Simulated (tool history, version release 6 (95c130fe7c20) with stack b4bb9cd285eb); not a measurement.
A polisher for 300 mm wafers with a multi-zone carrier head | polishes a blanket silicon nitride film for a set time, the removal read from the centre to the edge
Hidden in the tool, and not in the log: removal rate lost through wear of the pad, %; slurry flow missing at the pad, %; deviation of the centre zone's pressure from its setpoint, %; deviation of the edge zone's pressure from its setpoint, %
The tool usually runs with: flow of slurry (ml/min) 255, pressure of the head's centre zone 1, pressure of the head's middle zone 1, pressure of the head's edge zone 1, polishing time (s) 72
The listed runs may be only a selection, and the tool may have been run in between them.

run	hour	flow of slurry (ml/min)	pressure of the head's centre zone	pressure of the head's middle zone	pressure of the head's edge zone	polishing time (s)	wafers since the last listed run	wafers polished on this pad	hours since the slurry nozzle was cleaned	hours since the centre zone pressure was calibrated	hours since the edge zone pressure was calibrated	hours since the carrier head's membrane was replaced	incoming thickness of the incoming film, nm	film removed at the wafer's centre (nm)	film removed at mid-radius (nm)	film removed at the wafer's edge (nm)
1	0	255	1	1	1	72	0	1511	277.2	769.9	213.3	234.9	866.3	169.9	169.5	168.6
2	28.7	300	0.94	1	1	54	221	1732	305.9	798.6	242	263.6	839.7	121.7	129	128.4
# hour 35: worn pad replaced by a new one
3	56.3	180	1	0.93	0.94	79	182	164	333.5	826.2	269.6	291.2	847.8	175.9	169.1	179.2
4	77.4	175	1	0.95	1	72	163	327	354.6	847.3	290.7	312.3	857	161.7	155.6	163.9
# hour 92.3: centre zone pressure recalibrated
5	103.4	255	1	1	1.05	72	185	513	380.6	11.1	316.7	338.3	854.7	166.1	168.3	171.4
6	135.8	255	1	1.06	1	72	250	763	413	43.5	349.1	370.7	842.6	167.7	176.5	167.2
7	163	255	1	1	1	72	210	973	440.2	70.7	376.3	397.9	845.8	171.8	166.9	165.1
8	189.5	225	1	1	1	62	204	1178	466.7	97.2	402.8	424.4	844.8	141.4	141.6	142.8
9	221.4	255	1	1	1	72	246	1424	498.6	129.1	434.7	456.3	837.6	163	166.2	164.6
# hour 231.5: worn pad replaced by a new one
10	241.1	215	1	1.1	1	72	121	74	518.3	148.8	454.4	476	844.9	161.2	174.2	162.1
# hour 256.8: slurry nozzle cleaned
11	274.9	205	1	0.96	1	72	253	327	18.1	182.6	488.2	509.8	846.2	171.8	159.7	169.7
12	302.2	255	1.05	1	1	47	210	538	45.4	209.9	515.5	537.1	839.5	118.2	111.3	110.7

Forecast run 13:
13	326	255	1	1	1	72	183	722	69.2	233.7	539.3	560.9	848.6	?	?	?

{"run 13": {"film removed at the wafer's centre (nm)": 172, "film removed at mid-radius (nm)": 170.6, "film removed at the wafer's edge (nm)": 169.2}}
On a tool with no hidden condition, and with the same random variation, this run would have come out at film removed at the wafer's centre (nm) 172.8, film removed at mid-radius (nm) 171.3, film removed at the wafer's edge (nm) 169.7.

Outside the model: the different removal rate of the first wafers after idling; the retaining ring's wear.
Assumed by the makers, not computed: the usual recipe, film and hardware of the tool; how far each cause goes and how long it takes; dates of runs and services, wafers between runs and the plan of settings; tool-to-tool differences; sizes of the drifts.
